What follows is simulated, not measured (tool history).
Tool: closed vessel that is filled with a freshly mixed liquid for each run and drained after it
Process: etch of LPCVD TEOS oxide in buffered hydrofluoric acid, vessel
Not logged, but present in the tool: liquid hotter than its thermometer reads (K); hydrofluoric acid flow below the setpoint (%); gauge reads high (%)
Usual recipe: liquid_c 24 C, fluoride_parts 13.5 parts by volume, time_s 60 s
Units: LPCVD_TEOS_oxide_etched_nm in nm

run,hour,liquid_c,fluoride_parts,time_s,wafers since the last listed run,hours since the thermometer was replaced,hours since the hydrofluoric acid flow meter was replaced,hours since the gauge calibration,"read-back film thickness of the LPCVD TEOS oxide reference wafer, read on the same gauge (nm)",LPCVD_TEOS_oxide_etched_nm
1,0,24,13.5,60,0,1109.3,1205.4,465.9,50.02,262.71
2,63.8,24,13.5,60,8207,1173.1,1269.2,529.7,50.01,258.4
3,94.3,24,13.5,60,3923,1203.6,1299.7,560.2,50.02,259.95
4,135.2,25.5,17.5,60,5261,1244.5,1340.6,601.1,50.02,219.73
5,201.3,25.5,17.5,60,8503,1310.6,1406.7,667.2,50.01,220.04
6,272.8,24,13.5,60,9198,1382.1,1478.2,738.7,50.02,259.66
7,335.1,24,13.5,60,8014,1444.4,1540.5,801,49.98,259.96
8,368.8,24,13.5,60,4335,1478.1,1574.2,834.7,50.02,261.73
9,434.4,24,13.5,60,8439,1543.7,1639.8,900.3,50.01,267.67
# hour 443.8: gauge calibrated
10,493.6,26.5,13.5,80,7615,1602.9,1699,49.8,50.02,406.65
# hour 509.6: thermometer replaced
11,532.8,26.5,13.5,80,4914,23.2,1738.2,89,50,421
# hour 564.2: hydrofluoric acid flow meter replaced
12,570.8,24,13.5,60,4759,61.2,6.6,127,50.02,280.48
13,626.2,26,17,35,7126,116.6,62,182.4,50,142.95
14,672.5,20,9.5,60,5956,162.9,108.3,228.7,50,313.8
15,730,24,13.5,85,7397,220.4,165.8,286.2,49.98,401.89
# hour 767.8: thermometer replaced, repeated, since the last time left the tool worse
16,774.5,24,13.5,60,5596,6.7,210.3,330.7,50.01,243.25
17,801.2,24,13.5,60,3434,33.4,237,357.4,50,236.97
18,864.6,24,8,60,8156,96.8,300.4,420.8,50,390.18
19,893,22,15,60,3653,125.2,328.8,449.2,50.03,198.66
20,955.5,27,9.5,60,8040,187.7,391.3,511.7,50,398.76
21,1001.3,24,9,60,5891,233.5,437.1,557.5,49.97,346.7
22,1066.6,24,13.5,60,8400,298.8,502.4,622.8,50,243.71

Each row is a separate what-if for the run after 22, all from the same tool condition, not one after another. Results?
A,1067.3,24,13.5,80,90,299.5,503.1,623.5,?,?
B,1067.3,24,15.5,60,90,299.5,503.1,623.5,?,?
C,1067.3,27,11,70,90,299.5,503.1,623.5,?,?
D,1067.3,26.5,13.5,50,90,299.5,503.1,623.5,?,?

run,"read-back film thickness of the LPCVD TEOS oxide reference wafer, read on the same gauge (nm)",LPCVD_TEOS_oxide_etched_nm
A,50.01,322.21
B,50.01,211.01
C,50.01,404.79
D,50.01,230.47
Without the tool's unlogged condition, the same runs would have read:
run,LPCVD_TEOS_oxide_etched_nm
A,313.38
B,205.22
C,393.92
D,224.26
